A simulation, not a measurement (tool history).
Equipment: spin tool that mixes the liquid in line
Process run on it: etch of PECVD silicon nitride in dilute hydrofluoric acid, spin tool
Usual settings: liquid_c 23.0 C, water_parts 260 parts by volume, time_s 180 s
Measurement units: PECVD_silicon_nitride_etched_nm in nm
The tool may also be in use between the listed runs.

| run | hour | liquid_c | water_parts | time_s | read-back film thickness of the PECVD silicon nitride reference wafer, read on the same gauge (nm) | PECVD_silicon_nitride_etched_nm |
|---|---|---|---|---|---|---|
| 1 | 0.0 | 23.0 | 295 | 260 | 59.998 | 2.847 |
| 2 | 31.9 | 23.0 | 260 | 180 | 59.990 | 2.312 |
| 3 | 39.4 | 23.0 | 260 | 180 | 60.028 | 2.347 |
| 4 | 47.7 | 23.0 | 260 | 180 | 59.984 | 2.375 |
| 5 | 62.9 | 23.0 | 260 | 180 | 60.000 | 2.313 |
| 6 | 71.9 | 19.5 | 335 | 180 | 60.014 | 1.484 |
| 7 | 81.0 | 19.5 | 335 | 180 | 60.016 | 1.428 |
| 8 | 91.7 | 23.0 | 190 | 180 | 60.006 | 3.157 |
| 9 | 107.8 | 23.0 | 190 | 180 | 59.977 | 3.143 |
| 10 | 144.9 | 23.0 | 190 | 180 | 60.017 | 3.139 |
| 11 | 158.1 | 23.0 | 160 | 180 | 60.011 | 3.783 |
| 12 | 166.5 | 23.0 | 160 | 180 | 59.994 | 3.772 |
| 13 | 173.7 | 23.0 | 160 | 180 | 60.016 | 3.777 |
| 14 | 214.4 | 23.0 | 260 | 180 | 60.013 | 2.368 |
| 15 | 221.1 | 23.0 | 260 | 180 | 60.045 | 2.253 |
| 16 | 227.4 | 27.0 | 135 | 140 | 60.004 | 4.551 |
| 17 | 240.4 | 23.0 | 315 | 95 | 60.003 | 0.985 |
| 18 | 255.5 | 26.5 | 260 | 100 | 59.986 | 1.599 |
| 19 | 264.1 | 26.0 | 260 | 85 | 60.007 | 1.305 |
| 20 | 272.4 | 23.0 | 205 | 215 | 60.006 | 3.490 |
| 21 | 287.0 | 23.0 | 315 | 95 | 60.010 | 1.010 |
| 22 | 304.6 | 23.0 | 260 | 75 | 59.995 | 0.944 |
| 23 | 312.9 | 23.0 | 215 | 285 | 60.011 | 4.404 |
| 24 | 319.2 | 23.0 | 340 | 180 | 59.996 | 1.754 |
| 25 | 326.7 | 23.0 | 260 | 180 | 60.036 | 2.344 |
| 26 | 338.5 | 28.0 | 195 | 270 | 59.985 | 6.271 |
| 27 | 385.1 | 23.0 | 260 | 180 | 60.013 | 2.341 |
| 28 | 398.4 | 27.5 | 150 | 180 | 59.982 | 5.456 |
| 29 | 413.2 | 23.0 | 260 | 180 | 59.988 | 2.351 |
| 30 | 427.9 | 23.0 | 260 | 180 | 60.021 | 2.318 |
| 31 | 438.4 | 25.0 | 260 | 180 | 60.022 | 2.634 |

Missing from the log above: 3 entries noted between runs. For each, name the pair of listed runs it sits between and say how the tool's hidden condition differs from the listed run just before to the listed run just after:
After run 10, before run 11: gauge calibrated (hour 150.1)
  no hidden state differs between the two runs
After run 13, before run 14: thermometer replaced (hour 179.3)
  no hidden state differs between the two runs
After run 17, before run 18: hydrofluoric acid flow meter replaced (hour 255.0)
  no hidden state differs between the two runs
